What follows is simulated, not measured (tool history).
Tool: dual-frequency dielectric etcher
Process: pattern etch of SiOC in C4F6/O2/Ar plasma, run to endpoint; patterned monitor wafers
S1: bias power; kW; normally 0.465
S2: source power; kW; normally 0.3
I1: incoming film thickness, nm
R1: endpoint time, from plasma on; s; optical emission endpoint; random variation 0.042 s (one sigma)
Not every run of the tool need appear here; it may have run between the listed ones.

run,hour,S1,S2,I1,R1
1,0,0.465,0.28,38.66,13.6
2,12.9,0.465,0.28,38.74,13.6
3,34.3,0.465,0.28,38.32,13.5
4,61.6,0.465,0.33,38.71,12.4
5,78.5,0.465,0.33,38.33,12.2
6,98.9,0.465,0.33,38.65,12.4
7,124.1,0.541,0.3,38.35,12.3
8,136.5,0.541,0.3,38.35,12.3
9,160.5,0.541,0.3,38.21,12.3
10,184.2,0.465,0.3,38.42,13
11,196.6,0.465,0.3,38.8,13.2
12,221,0.465,0.3,38.56,13.1
13,250.1,0.465,0.3,38.68,13.1
14,274.4,0.465,0.3,38.78,13.2
15,307.4,0.465,0.26,38.52,14.3
# hour 360.3: source power generator calibrated
# hour 362.8: wet clean of the chamber
16,377.3,0.465,0.26,38.4,13.9
17,412.5,0.465,0.28,38.42,13.2
# hour 425.1: bias power generator calibrated
18,429.3,0.465,0.3,38.16,12.6
19,460.7,0.518,0.26,38.36,13.2
20,483.7,0.43,0.24,38.44,15.1
21,502.5,0.465,0.22,38.48,15.6
22,550.6,0.465,0.3,38.81,12.8
23,581.9,0.356,0.3,38.51,13.9
24,599.9,0.465,0.28,38.39,13.2
# hour 635.7: upper electrode replaced
25,636.2,0.562,0.3,38.54,12
26,640.5,0.504,0.3,38.77,12.5
27,653.6,0.56,0.34,38.65,11.1
28,683.6,0.394,0.37,38.62,11.9
29,699.6,0.465,0.3,38.6,12.8
30,713.7,0.537,0.3,38.66,12.2
31,757.5,0.465,0.3,38.23,12.6

Run 32, settings as shown, results not yet in. Your forecast:
32,772.4,0.394,0.37,38.25,?

Run 32 came out at R1 11.8 s.
Without the tool's hidden state the same run would have given R1 11.8 s.
